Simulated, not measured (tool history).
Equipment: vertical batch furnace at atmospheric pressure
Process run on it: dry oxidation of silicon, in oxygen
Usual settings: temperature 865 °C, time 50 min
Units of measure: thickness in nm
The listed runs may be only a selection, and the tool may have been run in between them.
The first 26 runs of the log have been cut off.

run,day,temperature,time,"read-back reference wafer on the same gauge, thickness",thickness
27,26.504,881,50,39.25,44.68
28,27.55,856,39.5,39.34,41.85
29,28.117,847,59.5,39.35,42.73
30,28.75,865,50,39.36,43.59
31,29.425,842,70.5,39.44,42.9
32,30.617,875,50,39.44,43.75
33,31.938,854,73,39.45,44.06
34,32.733,844,26,39.46,40.78
35,33.971,865,50,39.52,43.11
36,35.05,865,36,39.62,42.76
37,36.325,877,50,39.62,43.94
38,37.129,850,31.5,39.67,41.41
39,37.721,850,35,39.7,41.8
40,38.754,857,50,39.75,42.9

Predict each of these 3 candidate next runs independently; none follows another, all start after run 40:
A,38.929,865,50,?,?
B,38.929,872,42,?,?
C,38.929,865,58.5,?,?

run,"read-back reference wafer on the same gauge, thickness",thickness
A,39.68,43.33
B,39.68,43.11
C,39.68,44.03
Without the tool's unlogged condition, the same runs would have read:
run,thickness
A,42.54
B,42.32
C,43.22
